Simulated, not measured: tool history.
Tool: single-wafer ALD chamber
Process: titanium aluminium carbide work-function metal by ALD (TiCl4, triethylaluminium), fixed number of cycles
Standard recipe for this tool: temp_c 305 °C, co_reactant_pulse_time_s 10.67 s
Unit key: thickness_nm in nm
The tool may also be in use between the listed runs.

run     day  temp_c  co_reactant_pulse_time_s  read-back reference wafer on the same gauge, thickness_nm  thickness_nm
  1       0     296                     10.67                                                      1.959         1.848
  2   1.242     296                     10.67                                                      1.958         1.848
  3   3.362     297                     10.67                                                      1.961         1.853
  4   5.038     297                     10.67                                                       1.96         1.844
  5   6.767     297                     10.67                                                      1.961         1.834
  6   8.321     305                     10.67                                                      1.961         1.892
  7   9.879     305                     10.67                                                       1.96          1.89
     10.717  -- triethylaluminium bottle replaced
  8  11.071     305                     10.67                                                      1.959         1.945
  9    13.8     297                     13.02                                                       1.96         1.918
 10  15.892     300                     13.68                                                      1.961         1.934
 11  17.812     305                     12.02                                                      1.959         1.944
 12  25.954     305                     12.02                                                      1.962         1.925
     26.829  -- gauge calibrated
 13  28.825     305                     10.67                                                      1.961         1.882
 14  31.712     305                     10.67                                                      1.963         1.888
 15  34.154     305                     10.67                                                      1.961         1.878
 16  35.583     305                     10.67                                                       1.96         1.868
 17  37.592     313                     12.32                                                      1.959         1.962
     39.454  -- thermocouple changed; heater temperature recalibrated
     40.204  -- triethylaluminium bottle replaced
 18  40.225     299                      8.98                                                       1.96         1.865
 19  42.721     305                     11.97                                                      1.962         1.975
 20  44.092     313                     10.67                                                      1.961         2.033
 21  46.438     305                     11.97                                                       1.96         1.968
 22  47.783     305                     11.97                                                       1.96         1.969
 23  49.908     312                     13.33                                                      1.959         2.045
     55.783  -- showerhead replaced
 24   57.65     318                     10.67                                                      1.959         2.006
 25  60.208     305                     10.67                                                      1.959         1.906
 26  61.417     298                      6.42                                                      1.961          1.65
      62.95  -- triethylaluminium bottle replaced
 27  63.583     316                     13.11                                                      1.962         2.051
 28  66.579     305                     10.67                                                      1.959         1.931
 29  72.058     305                     12.02                                                      1.962         1.934
 30  73.733     305                     14.38                                                       1.96         1.969
 31  75.596     290                     10.67                                                      1.959         1.797
 32  78.471     313                     12.92                                                      1.959         1.983
 33  79.808     305                     11.97                                                      1.963         1.931

Consider 3 possible next runs. They are alternatives, not a sequence: every one starts from the tool as it was left by run 33. What does each give?
  A  79.825     305                     10.67                                                          ?             ?
  B  79.825     313                      6.73                                                          ?             ?
  C  79.825     294                     13.55                                                          ?             ?

run  read-back reference wafer on the same gauge, thickness_nm  thickness_nm
  A                                                      1.959         1.899
  B                                                      1.959         1.776
  C                                                      1.959         1.864
The same runs, with their run-to-run variation unchanged, on a tool lacking any hidden condition would have given:
run  thickness_nm
  A         1.979
  B         1.898
  C         1.926

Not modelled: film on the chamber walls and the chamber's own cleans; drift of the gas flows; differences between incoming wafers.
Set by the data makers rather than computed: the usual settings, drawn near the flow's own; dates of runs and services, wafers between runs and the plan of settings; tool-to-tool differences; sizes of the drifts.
